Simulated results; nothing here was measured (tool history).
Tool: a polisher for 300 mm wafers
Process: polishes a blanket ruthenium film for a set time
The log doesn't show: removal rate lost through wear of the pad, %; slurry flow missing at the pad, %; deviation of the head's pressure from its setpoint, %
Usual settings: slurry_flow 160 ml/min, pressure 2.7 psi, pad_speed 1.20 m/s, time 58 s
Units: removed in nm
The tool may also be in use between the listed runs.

| run | day | slurry_flow | pressure | pad_speed | time | wafers since the last listed run | wafers polished on this pad | hours since the slurry nozzle was cleaned | hours since the head pressure was calibrated | incoming thickness of the incoming film, nm | removed |
|---|---|---|---|---|---|---|---|---|---|---|---|
| 1 | 0.000 | 160 | 2.7 | 1.20 | 58 | 0 | 2510 | 7.3 | 250.8 | 293.8 | 117.3 |
|  | 1.925 | worn pad replaced by a new one |
| 2 | 3.771 | 160 | 2.7 | 1.20 | 58 | 649 | 332 | 97.8 | 341.3 | 291.9 | 114.2 |
| 3 | 7.454 | 160 | 2.7 | 1.20 | 58 | 663 | 996 | 186.2 | 429.7 | 290.8 | 114.1 |
|  | 9.521 | head pressure recalibrated |
| 4 | 11.300 | 190 | 2.7 | 1.20 | 58 | 677 | 1674 | 278.5 | 42.7 | 287.8 | 115.8 |
| 5 | 16.771 | 160 | 2.7 | 1.20 | 53 | 985 | 2660 | 409.8 | 174.0 | 290.2 | 95.9 |
|  | 19.800 | slurry nozzle cleaned |
|  | 21.367 | worn pad replaced by a new one |
| 6 | 26.288 | 160 | 2.7 | 1.20 | 53 | 1677 | 886 | 155.7 | 402.4 | 292.4 | 106.4 |
| 7 | 29.158 | 160 | 2.7 | 1.02 | 58 | 517 | 1404 | 224.6 | 471.3 | 290.7 | 95.7 |
|  | 32.500 | head pressure recalibrated |
| 8 | 32.692 | 160 | 2.7 | 1.02 | 58 | 621 | 2025 | 309.4 | 4.6 | 291.1 | 92.8 |
|  | 35.646 | slurry nozzle cleaned |
| 9 | 37.742 | 160 | 2.7 | 1.20 | 58 | 902 | 2927 | 50.3 | 125.8 | 286.1 | 116.2 |
| 10 | 40.158 | 160 | 2.7 | 1.20 | 58 | 435 | 3363 | 108.3 | 183.8 | 289.9 | 113.7 |
|  | 40.521 | worn pad replaced by a new one |
| 11 | 42.988 | 160 | 2.7 | 1.20 | 58 | 479 | 444 | 176.2 | 251.7 | 288.6 | 116.6 |
| 12 | 46.579 | 160 | 2.0 | 1.20 | 58 | 647 | 1091 | 262.4 | 337.9 | 289.5 | 84.1 |
| 13 | 48.833 | 160 | 2.7 | 1.20 | 58 | 406 | 1497 | 316.5 | 392.0 | 286.8 | 112.9 |
| 14 | 53.171 | 160 | 2.2 | 1.20 | 58 | 781 | 2279 | 420.6 | 496.1 | 294.3 | 89.9 |
|  | 54.479 | slurry nozzle cleaned |
|  | 56.396 | worn pad replaced by a new one |
| 15 | 56.417 | 125 | 2.7 | 1.44 | 58 | 547 | 3 | 46.5 | 574.0 | 286.5 | 136.8 |
|  | 57.542 | head pressure recalibrated |
| 16 | 60.788 | 195 | 2.7 | 1.20 | 58 | 772 | 776 | 151.4 | 77.9 | 295.8 | 117.7 |
| 17 | 63.004 | 160 | 2.7 | 1.20 | 58 | 399 | 1175 | 204.6 | 131.1 | 291.3 | 109.3 |
| 18 | 67.612 | 160 | 2.7 | 1.20 | 75 | 830 | 2005 | 315.2 | 241.7 | 287.7 | 139.3 |
| 19 | 70.004 | 205 | 2.3 | 1.48 | 71 | 430 | 2436 | 372.6 | 299.1 | 287.8 | 147.4 |
|  | 70.442 | slurry nozzle cleaned |
|  | 76.417 | worn pad replaced by a new one |
|  | 82.954 | head pressure recalibrated |
| 20 | 82.988 | 160 | 2.7 | 1.20 | 58 | 2286 | 1169 | 301.1 | 0.8 | 287.7 | 109.8 |
| 21 | 86.767 | 115 | 1.8 | 1.20 | 58 | 680 | 1849 | 391.8 | 91.5 | 291.7 | 67.4 |
|  | 91.550 | slurry nozzle cleaned |
| 22 | 93.167 | 125 | 2.7 | 1.20 | 58 | 1145 | 2995 | 38.8 | 245.1 | 285.7 | 113.6 |

5 ways to go on from here, each from the tool as it stands after run 22. What would each give?
| A | 93.183 | 160 | 2.7 | 1.20 | 58 | 3 | 2998 | 39.2 | 245.5 | 289.8 | ? |
| B | 93.183 | 160 | 2.2 | 1.20 | 50 | 3 | 2998 | 39.2 | 245.5 | 289.8 | ? |
| C | 93.183 | 130 | 3.5 | 1.20 | 70 | 3 | 2998 | 39.2 | 245.5 | 289.8 | ? |
| D | 93.183 | 160 | 3.2 | 1.20 | 46 | 3 | 2998 | 39.2 | 245.5 | 289.8 | ? |
| E | 93.183 | 190 | 2.7 | 0.84 | 48 | 3 | 2998 | 39.2 | 245.5 | 289.8 | ? |

| run | removed |
|---|---|
| A | 117.2 |
| B | 83.9 |
| C | 173.2 |
| D | 108.7 |
| E | 69.7 |
Without the tool's hidden state the same runs would have given:
| run | removed |
|---|---|
| A | 118.2 |
| B | 84.6 |
| C | 175.1 |
| D | 109.7 |
| E | 70.2 |

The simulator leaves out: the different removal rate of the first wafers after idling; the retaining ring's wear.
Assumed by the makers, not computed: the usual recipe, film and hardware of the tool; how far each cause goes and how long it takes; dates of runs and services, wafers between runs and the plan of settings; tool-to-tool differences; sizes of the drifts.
